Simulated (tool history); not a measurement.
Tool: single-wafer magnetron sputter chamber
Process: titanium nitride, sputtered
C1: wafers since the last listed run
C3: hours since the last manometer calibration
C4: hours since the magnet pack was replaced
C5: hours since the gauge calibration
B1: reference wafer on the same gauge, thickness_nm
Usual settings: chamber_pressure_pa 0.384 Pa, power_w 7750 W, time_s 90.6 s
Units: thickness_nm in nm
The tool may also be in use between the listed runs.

Run 1, hour 0: usual settings but chamber_pressure_pa 0.427 Pa; C1 0; wafers on the sputter target 264; C3 2119.4; C4 10781.1; C5 2273.6; B1 121.771. Result: thickness_nm 125.745 nm.
Run 2, hour 104: usual settings but chamber_pressure_pa 0.427 Pa; C1 1031; wafers on the sputter target 1295; C3 2223.4; C4 10885.1; C5 2377.6; B1 121.884. Result: thickness_nm 125.662 nm.
Run 3, hour 160: usual settings but chamber_pressure_pa 0.427 Pa; C1 555; wafers on the sputter target 1851; C3 2279.4; C4 10941.1; C5 2433.6; B1 122.081. Result: thickness_nm 126.91 nm.
Run 4, hour 215.3: usual settings; C1 548; wafers on the sputter target 2399; C3 2334.7; C4 10996.4; C5 2488.9; B1 122.217. Result: thickness_nm 128.985 nm.
Run 5, hour 289.4: usual settings but chamber_pressure_pa 0.269 Pa; C1 734; wafers on the sputter target 3134; C3 2408.8; C4 11070.5; C5 2563; B1 122.274. Result: thickness_nm 135.629 nm.
Run 6, hour 394.1: usual settings but chamber_pressure_pa 0.269 Pa; C1 1038; wafers on the sputter target 4173; C3 2513.5; C4 11175.2; C5 2667.7; B1 122.559. Result: thickness_nm 135.893 nm.
Run 7, hour 433.6: usual settings; C1 391; wafers on the sputter target 4564; C3 2553; C4 11214.7; C5 2707.2; B1 122.536. Result: thickness_nm 129.452 nm.
Run 8, hour 511.2: usual settings; C1 769; wafers on the sputter target 5334; C3 2630.6; C4 11292.3; C5 2784.8; B1 122.746. Result: thickness_nm 129.067 nm.
Run 9, hour 569.8: usual settings but time_s 78.9 s; C1 581; wafers on the sputter target 5915; C3 2689.2; C4 11350.9; C5 2843.4; B1 122.837. Result: thickness_nm 112.34 nm.
At hour 619.4: sputter target and shields replaced.
At hour 694.8: magnet pack replaced.
At hour 698.4: capacitance manometer re-zeroed and calibrated.
Run 10, hour 883.8: usual settings but power_w 7150 W; C1 2919; wafers on the sputter target 2506; C3 185.4; C4 189; C5 3157.4; B1 123.58. Result: thickness_nm 125.021 nm.
Run 11, hour 963.1: usual settings but power_w 7150 W; C1 786; wafers on the sputter target 3293; C3 264.7; C4 268.3; C5 3236.7; B1 123.864. Result: thickness_nm 125.116 nm.
Run 12, hour 1058.3: usual settings but power_w 7150 W; C1 944; wafers on the sputter target 4237; C3 359.9; C4 363.5; C5 3331.9; B1 124.283. Result: thickness_nm 125.501 nm.
Run 13, hour 1097.7: usual settings; C1 390; wafers on the sputter target 4628; C3 399.3; C4 402.9; C5 3371.3; B1 124.2. Result: thickness_nm 131.117 nm.
Run 14, hour 1140.4: usual settings; C1 423; wafers on the sputter target 5051; C3 442; C4 445.6; C5 3414; B1 124.18. Result: thickness_nm 131.411 nm.
Run 15, hour 1179: usual settings but chamber_pressure_pa 0.472 Pa, power_w 5850 W, time_s 103.9 s; C1 382; wafers on the sputter target 5434; C3 480.6; C4 484.2; C5 3452.6; B1 124.438. Result: thickness_nm 126.051 nm.
Run 16, hour 1246: usual settings but chamber_pressure_pa 0.453 Pa, time_s 101.5 s; C1 664; wafers on the sputter target 6099; C3 547.6; C4 551.2; C5 3519.6; B1 124.66. Result: thickness_nm 141.972 nm.
At hour 1270.1: sputter target and shields replaced.
Run 17, hour 1348: usual settings but power_w 6000 W; C1 932; wafers on the sputter target 772; C3 649.6; C4 653.2; C5 3621.6; B1 124.861. Result: thickness_nm 115.425 nm.
Run 18, hour 1396.5: usual settings but power_w 8450 W; C1 481; wafers on the sputter target 1253; C3 698.1; C4 701.7; C5 3670.1; B1 124.967. Result: thickness_nm 138.897 nm.
Run 19, hour 1474.1: usual settings but power_w 6900 W, time_s 103.6 s; C1 769; wafers on the sputter target 2023; C3 775.7; C4 779.3; C5 3747.7; B1 125.345. Result: thickness_nm 142.159 nm.
Run 20, hour 1558.1: usual settings but power_w 6000 W, time_s 75.7 s; C1 833; wafers on the sputter target 2856; C3 859.7; C4 863.3; C5 3831.7; B1 125.529. Result: thickness_nm 96.412 nm.
Run 21, hour 1600.9: usual settings but chamber_pressure_pa 0.437 Pa, time_s 99.3 s; C1 424; wafers on the sputter target 3281; C3 902.5; C4 906.1; C5 3874.5; B1 125.548. Result: thickness_nm 140.637 nm.
Run 22, hour 1678.4: usual settings but power_w 6000 W, time_s 106.2 s; C1 768; wafers on the sputter target 4049; C3 980; C4 983.6; C5 3952; B1 125.783. Result: thickness_nm 135.919 nm.
Run 23, hour 1776.8: usual settings but time_s 103.2 s; C1 975; wafers on the sputter target 5025; C3 1078.4; C4 1082; C5 4050.4; B1 126.226. Result: thickness_nm 151.482 nm.
At hour 1842.6: sputter target and shields replaced.
Run 24, hour 1843.1: usual settings but power_w 5900 W, time_s 85.8 s; C1 578; wafers on the sputter target 4; C3 1144.7; C4 1148.3; C5 4116.7; B1 126.334. Result: thickness_nm 109.861 nm.
Run 25, hour 1903.6: usual settings but chamber_pressure_pa 0.472 Pa, power_w 5850 W, time_s 103.9 s; C1 600; wafers on the sputter target 604; C3 1205.2; C4 1208.8; C5 4177.2; B1 126.754. Result: thickness_nm 128.468 nm.
Run 26, hour 1980.7: usual settings but chamber_pressure_pa 0.489 Pa, power_w 7200 W, time_s 72.8 s; C1 764; wafers on the sputter target 1369; C3 1282.3; C4 1285.9; C5 4254.3; B1 126.808. Result: thickness_nm 99.385 nm.
At hour 2104.6: gauge calibrated.
Run 27, hour 2157.9: usual settings but power_w 6400 W, time_s 78.8 s; C1 1757; wafers on the sputter target 3126; C3 1459.5; C4 1463.1; C5 53.3; B1 119.952. Result: thickness_nm 99.715 nm.
Run 28, hour 2244: usual settings but power_w 6000 W, time_s 75.7 s; C1 853; wafers on the sputter target 3980; C3 1545.6; C4 1549.2; C5 139.4; B1 119.695. Result: thickness_nm 92.363 nm.
Run 29, hour 2292.2: usual settings but time_s 101 s; C1 478; wafers on the sputter target 4458; C3 1593.8; C4 1597.4; C5 187.6; B1 119.731. Result: thickness_nm 141.61 nm.
Run 30, hour 2343.3: usual settings; C1 506; wafers on the sputter target 4965; C3 1644.9; C4 1648.5; C5 238.7; B1 119.876. Result: thickness_nm 126.268 nm.
Run 31, hour 2384.2: usual settings but power_w 9500 W, time_s 76.6 s; C1 405; wafers on the sputter target 5371; C3 1685.8; C4 1689.4; C5 279.6; B1 119.943. Result: thickness_nm 120.26 nm.
At hour 2561.4: sputter target and shields replaced.
Run 32, hour 2607.9: usual settings but power_w 7250 W; C1 2139; wafers on the sputter target 461; C3 1909.5; C4 1913.1; C5 503.3; B1 119.955. Result: thickness_nm 122.433 nm.
Run 33, hour 2682.1: usual settings but chamber_pressure_pa 0.271 Pa, power_w 8500 W, time_s 78.2 s; C1 735; wafers on the sputter target 1197; C3 1983.7; C4 1987.3; C5 577.5; B1 120.036. Result: thickness_nm 120.884 nm.
Run 34, hour 2760.9: usual settings but chamber_pressure_pa 0.285 Pa, power_w 8350 W, time_s 104.4 s; C1 781; wafers on the sputter target 1978; C3 2062.5; C4 2066.1; C5 656.3; B1 120.129. Result: thickness_nm 157.895 nm.
Run 35, hour 2797.5: usual settings but time_s 98.2 s; C1 363; wafers on the sputter target 2341; C3 2099.1; C4 2102.7; C5 692.9; B1 120.028. Result: thickness_nm 136.731 nm.

Forecast each of these 3 alternatives for the next run:
Run A, hour 2797.9: usual settings; C1 3; wafers on the sputter target 2345; C3 2099.5; C4 2103.1; C5 693.3; B1 ?. Result: thickness_nm ?.
Run B, hour 2797.9: usual settings but time_s 98.8 s; C1 3; wafers on the sputter target 2345; C3 2099.5; C4 2103.1; C5 693.3; B1 ?. Result: thickness_nm ?.
Run C, hour 2797.9: usual settings but power_w 8300 W, time_s 84.6 s; C1 3; wafers on the sputter target 2345; C3 2099.5; C4 2103.1; C5 693.3; B1 ?. Result: thickness_nm ?.

run       B1  thickness_nm
  A  119.929       126.768
  B  119.929       138.241
  C  119.929       122.851
Without the tool's hidden state the same runs would have given:
run  thickness_nm
  A       126.768
  B       138.242
  C       122.852
